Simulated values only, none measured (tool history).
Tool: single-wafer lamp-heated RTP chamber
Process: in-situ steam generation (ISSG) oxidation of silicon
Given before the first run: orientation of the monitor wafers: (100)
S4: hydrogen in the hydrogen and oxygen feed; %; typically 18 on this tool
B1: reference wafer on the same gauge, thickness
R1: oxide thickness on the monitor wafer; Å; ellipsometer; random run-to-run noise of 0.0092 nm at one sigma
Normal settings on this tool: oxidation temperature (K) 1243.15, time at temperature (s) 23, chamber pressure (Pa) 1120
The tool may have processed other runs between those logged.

run 1 hour=0.0 | oxidation_temperature_(K)=1243.15 time_at_temperature_(s)=23 chamber_pressure_(Pa)=1120 S4=18 | B1=4.293 | R1=48.83
run 2 hour=37.4 | oxidation_temperature_(K)=1243.15 time_at_temperature_(s)=23 chamber_pressure_(Pa)=1120 S4=18 | B1=4.293 | R1=48.76
run 3 hour=78.2 | oxidation_temperature_(K)=1243.15 time_at_temperature_(s)=23 chamber_pressure_(Pa)=1120 S4=18 | B1=4.294 | R1=48.83
run 4 hour=150.5 | oxidation_temperature_(K)=1243.15 time_at_temperature_(s)=23 chamber_pressure_(Pa)=1120 S4=18 | B1=4.294 | R1=48.93
-- hour=188.6 hydrogen flow controller replaced
run 5 hour=241.7 | oxidation_temperature_(K)=1243.15 time_at_temperature_(s)=23 chamber_pressure_(Pa)=1120 S4=18 | B1=4.289 | R1=48.35
run 6 hour=287.5 | oxidation_temperature_(K)=1243.15 time_at_temperature_(s)=23 chamber_pressure_(Pa)=1120 S4=18 | B1=4.288 | R1=48.55
run 7 hour=342.9 | oxidation_temperature_(K)=1243.15 time_at_temperature_(s)=23 chamber_pressure_(Pa)=1120 S4=18 | B1=4.290 | R1=48.45
run 8 hour=443.6 | oxidation_temperature_(K)=1243.15 time_at_temperature_(s)=23 chamber_pressure_(Pa)=1120 S4=18 | B1=4.292 | R1=48.79
run 9 hour=515.6 | oxidation_temperature_(K)=1243.15 time_at_temperature_(s)=23 chamber_pressure_(Pa)=1120 S4=18 | B1=4.293 | R1=48.94
-- hour=567.5 pyrometer window cleaned and pyrometer calibrated
run 10 hour=585.6 | oxidation_temperature_(K)=1243.15 time_at_temperature_(s)=23 chamber_pressure_(Pa)=1120 S4=18 | B1=4.285 | R1=48.26
-- hour=704.4 gauge calibrated
run 11 hour=779.9 | oxidation_temperature_(K)=1243.15 time_at_temperature_(s)=30 chamber_pressure_(Pa)=1120 S4=18 | B1=4.291 | R1=54.55
run 12 hour=857.6 | oxidation_temperature_(K)=1243.15 time_at_temperature_(s)=15 chamber_pressure_(Pa)=1120 S4=18 | B1=4.291 | R1=40.37
run 13 hour=928.4 | oxidation_temperature_(K)=1243.15 time_at_temperature_(s)=23 chamber_pressure_(Pa)=1200 S4=18 | B1=4.289 | R1=48.25
run 14 hour=975.7 | oxidation_temperature_(K)=1243.15 time_at_temperature_(s)=23 chamber_pressure_(Pa)=1120 S4=18 | B1=4.286 | R1=48.35
run 15 hour=1056.2 | oxidation_temperature_(K)=1252.15 time_at_temperature_(s)=30 chamber_pressure_(Pa)=987 S4=18 | B1=4.292 | R1=56.82
run 16 hour=1122.8 | oxidation_temperature_(K)=1229.15 time_at_temperature_(s)=23 chamber_pressure_(Pa)=1120 S4=23 | B1=4.289 | R1=48.96
run 17 hour=1214.3 | oxidation_temperature_(K)=1243.15 time_at_temperature_(s)=23 chamber_pressure_(Pa)=933 S4=11 | B1=4.288 | R1=43.41
run 18 hour=1259.6 | oxidation_temperature_(K)=1243.15 time_at_temperature_(s)=27 chamber_pressure_(Pa)=1120 S4=18 | B1=4.293 | R1=52.38
run 19 hour=1352.3 | oxidation_temperature_(K)=1260.15 time_at_temperature_(s)=27 chamber_pressure_(Pa)=1120 S4=18 | B1=4.289 | R1=56.02
-- hour=1396.5 pressure gauge zeroed
run 20 hour=1444.0 | oxidation_temperature_(K)=1263.15 time_at_temperature_(s)=29 chamber_pressure_(Pa)=947 S4=22 | B1=4.290 | R1=61.69
run 21 hour=1506.7 | oxidation_temperature_(K)=1243.15 time_at_temperature_(s)=17 chamber_pressure_(Pa)=1013 S4=18 | B1=4.292 | R1=42.89
-- hour=1586.4 pyrometer window cleaned and pyrometer calibrated
run 22 hour=1586.9 | oxidation_temperature_(K)=1252.15 time_at_temperature_(s)=31 chamber_pressure_(Pa)=1253 S4=18 | B1=4.291 | R1=57.11
run 23 hour=1658.6 | oxidation_temperature_(K)=1233.15 time_at_temperature_(s)=19 chamber_pressure_(Pa)=1173 S4=18 | B1=4.290 | R1=43.25
run 24 hour=1705.9 | oxidation_temperature_(K)=1253.15 time_at_temperature_(s)=26 chamber_pressure_(Pa)=1187 S4=22 | B1=4.290 | R1=55.37
run 25 hour=1789.6 | oxidation_temperature_(K)=1233.15 time_at_temperature_(s)=23 chamber_pressure_(Pa)=1120 S4=15 | B1=4.288 | R1=45.23
run 26 hour=1874.3 | oxidation_temperature_(K)=1235.15 time_at_temperature_(s)=15 chamber_pressure_(Pa)=1213 S4=21 | B1=4.290 | R1=40.67
run 27 hour=1941.4 | oxidation_temperature_(K)=1243.15 time_at_temperature_(s)=23 chamber_pressure_(Pa)=1120 S4=18 | B1=4.293 | R1=48.55
run 28 hour=2046.3 | oxidation_temperature_(K)=1243.15 time_at_temperature_(s)=23 chamber_pressure_(Pa)=1120 S4=18 | B1=4.290 | R1=48.45
run 29 hour=2088.0 | oxidation_temperature_(K)=1243.15 time_at_temperature_(s)=19 chamber_pressure_(Pa)=1293 S4=22 | B1=4.291 | R1=46.06
run 30 hour=2157.9 | oxidation_temperature_(K)=1243.15 time_at_temperature_(s)=23 chamber_pressure_(Pa)=1013 S4=18 | B1=4.293 | R1=48.79
run 31 hour=2233.5 | oxidation_temperature_(K)=1263.15 time_at_temperature_(s)=29 chamber_pressure_(Pa)=947 S4=22 | B1=4.288 | R1=61.22
run 32 hour=2294.2 | oxidation_temperature_(K)=1243.15 time_at_temperature_(s)=23 chamber_pressure_(Pa)=1120 S4=15 | B1=4.291 | R1=47.04

Each run again, without the hidden state but with its own random variation kept:
Unlogged tool condition in this case: true wafer temperature minus pyrometer reading, K; true pressure minus gauge reading, Torr; deviation of the hydrogen flow from its setpoint, %; gauge reads high (%).
run=1 R1=48.15
run=2 R1=48.06
run=3 R1=48.10
run=4 R1=48.15
run=5 R1=47.97
run=6 R1=48.12
run=7 R1=47.96
run=8 R1=48.16
run=9 R1=48.21
run=10 R1=48.07
run=11 R1=54.26
run=12 R1=40.11
run=13 R1=47.91
run=14 R1=47.97
run=15 R1=56.29
run=16 R1=48.50
run=17 R1=42.91
run=18 R1=51.73
run=19 R1=55.18
run=20 R1=60.59
run=21 R1=42.17
run=22 R1=56.69
run=23 R1=42.89
run=24 R1=54.93
run=25 R1=44.83
run=26 R1=40.29
run=27 R1=48.06
run=28 R1=47.91
run=29 R1=45.55
run=30 R1=48.16
run=31 R1=60.31
run=32 R1=46.36
